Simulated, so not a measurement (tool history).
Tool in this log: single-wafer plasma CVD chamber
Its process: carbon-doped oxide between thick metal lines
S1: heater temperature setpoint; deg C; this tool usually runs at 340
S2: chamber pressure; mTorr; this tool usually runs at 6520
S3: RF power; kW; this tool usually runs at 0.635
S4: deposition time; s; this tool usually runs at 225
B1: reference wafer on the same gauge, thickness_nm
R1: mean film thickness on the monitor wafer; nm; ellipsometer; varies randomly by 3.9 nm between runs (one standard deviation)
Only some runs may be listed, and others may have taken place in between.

run   hour   S1    S2     S3   S4        B1        R1
  1    0.0  340  6520  0.635  225  1659.804  1387.105
  2   42.3  340  6520  0.635  225  1660.549  1389.735
  3   81.3  340  7750  0.635  225  1658.656  1404.209
  4  141.1  340  7750  0.635  225  1659.455  1402.408
  5  197.6  340  7750  0.635  225  1659.034  1394.625
  6  254.1  340  5810  0.635  225  1659.502  1360.479
  7  281.0  340  5810  0.635  225  1657.861  1361.443
  8  339.3  340  6520  0.635  244  1659.663  1496.791
  9  396.2  340  6520  0.635  244  1661.363  1494.862
 10  423.2  340  6520  0.635  244  1660.522  1497.186
     445.0  -- RF generator calibrated
     460.1  -- thermocouple changed; heater temperature recalibrated
     471.2  -- showerhead replaced
 11  478.7  340  5720  0.635  225  1660.449  1382.164
 12  502.8  335  6520  0.635  225  1660.531  1419.981
     504.4  -- gauge calibrated
     519.6  -- capacitance manometer re-zeroed and calibrated
 13  563.2  340  6520  0.635  225  1659.279  1392.602
 14  614.2  348  6970  0.720  225  1661.162  1454.777
 15  674.9  352  5400  0.530  260  1660.039  1400.711
 16  703.2  334  6520  0.635  236  1660.572  1486.853
 17  746.2  340  7750  0.635  225  1660.009  1417.098
 18  781.5  340  7860  0.695  225  1658.132  1476.365
 19  867.3  331  6520  0.730  250  1661.122  1703.102

Expected results for the next run?
 20  924.1  340  6520  0.635  225   ?   ?

B1: 1660.027
R1: 1396.963 nm
With no hidden state in the tool, this same run would have given R1 1401.846 nm.
